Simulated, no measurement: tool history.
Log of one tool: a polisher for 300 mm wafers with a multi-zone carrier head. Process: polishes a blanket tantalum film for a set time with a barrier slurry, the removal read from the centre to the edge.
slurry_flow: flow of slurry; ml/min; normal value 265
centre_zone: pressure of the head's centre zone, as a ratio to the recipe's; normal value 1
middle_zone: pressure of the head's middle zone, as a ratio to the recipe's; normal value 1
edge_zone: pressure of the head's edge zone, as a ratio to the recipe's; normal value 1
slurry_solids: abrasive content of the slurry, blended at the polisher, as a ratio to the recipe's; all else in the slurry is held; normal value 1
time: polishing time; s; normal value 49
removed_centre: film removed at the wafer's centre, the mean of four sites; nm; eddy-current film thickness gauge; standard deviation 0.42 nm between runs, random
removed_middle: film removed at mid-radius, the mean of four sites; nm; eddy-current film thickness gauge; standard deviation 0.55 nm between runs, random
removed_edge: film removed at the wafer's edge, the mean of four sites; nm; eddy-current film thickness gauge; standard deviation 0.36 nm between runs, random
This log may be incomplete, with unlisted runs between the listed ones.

run,hour,slurry_flow,centre_zone,middle_zone,edge_zone,slurry_solids,time,wafers since the last listed run,wafers polished on this pad,hours since the slurry nozzle was cleaned,hours since the centre zone pressure was calibrated,hours since the edge zone pressure was calibrated,hours since the carrier head's membrane was replaced,"incoming thickness of the incoming film, nm",removed_centre,removed_middle,removed_edge
1,0,265,1,1,1,1,49,0,909,600.5,1165.6,1359.9,1031.4,377.9,40.2,39.6,39.9
# hour 9.4: worn pad replaced by a new one
2,9.9,265,1,1,1.07,1,49,81,6,610.4,1175.5,1369.8,1041.3,380,42.3,41.5,42.6
3,19,265,1,1,1.07,1,49,125,132,619.5,1184.6,1378.9,1050.4,379.7,41.7,42,42.1
4,36.5,265,1,1,1.07,1,49,242,375,637,1202.1,1396.4,1067.9,377.3,41.9,41.2,42.1
5,52.9,265,1,1,1,1.1,49,226,602,653.4,1218.5,1412.8,1084.3,375.4,41.8,40.5,42
6,69.4,265,1,1,1,1,49,228,830,669.9,1235,1429.3,1100.8,384.7,40.6,40.5,39.9
7,79.9,265,1,1,1,1,49,145,975,680.4,1245.5,1439.8,1111.3,385,39.7,40,40.1
# hour 85.8: worn pad replaced by a new one
8,89.6,265,1,1,1,1,49,78,52,690.1,1255.2,1449.5,1121,378.2,41.3,41.7,40.4
# hour 95.6: slurry nozzle cleaned
# hour 101: edge zone pressure recalibrated
9,104.6,265,1,1.06,1,1,49,166,218,9,1270.2,3.6,1136,376.4,41,42.9,41.3
10,114.6,265,1,1.06,1,1,49,138,356,19,1280.2,13.6,1146,379.5,41.7,43.3,41
11,125.1,345,1.1,1,0.91,0.8,49,145,502,29.5,1290.7,24.1,1156.5,385.6,44.3,40.2,37.5
12,142.2,265,1,0.91,1,1.15,49,236,739,46.6,1307.8,41.2,1173.6,380.1,41.6,38.6,41.8
# hour 157.2: worn pad replaced by a new one
# hour 158.3: carrier head's membrane replaced by a new one
13,158.8,225,1,0.89,0.9,0.75,49,159,7,63.2,1324.4,57.8,0.5,384.4,38.1,34.4,36.6
14,168.2,200,1,0.92,0.92,1,49,130,137,72.6,1333.8,67.2,9.9,376.8,40.3,38.4,39
15,186,265,1,1.09,1,1,34,246,383,90.4,1351.6,85,27.7,382.3,29.1,31,28.8
# hour 227.3: centre zone pressure recalibrated
# hour 230.5: worn pad replaced by a new one
16,231.6,265,1,1.07,1,1,49,560,15,136,4.3,130.6,73.3,385,41.5,44.3,41.1

What does the tool deliver on the next run?
17,243.3,265,1,1,1,1,49,161,177,147.7,16,142.3,85,378.8,?,?,?

Logged for run 17: removed_centre 41.6 nm, removed_middle 42 nm, removed_edge 41.1 nm.
Without the tool's hidden state the same run would have given removed_centre 41.9 nm, removed_middle 42.4 nm, removed_edge 41.4 nm.
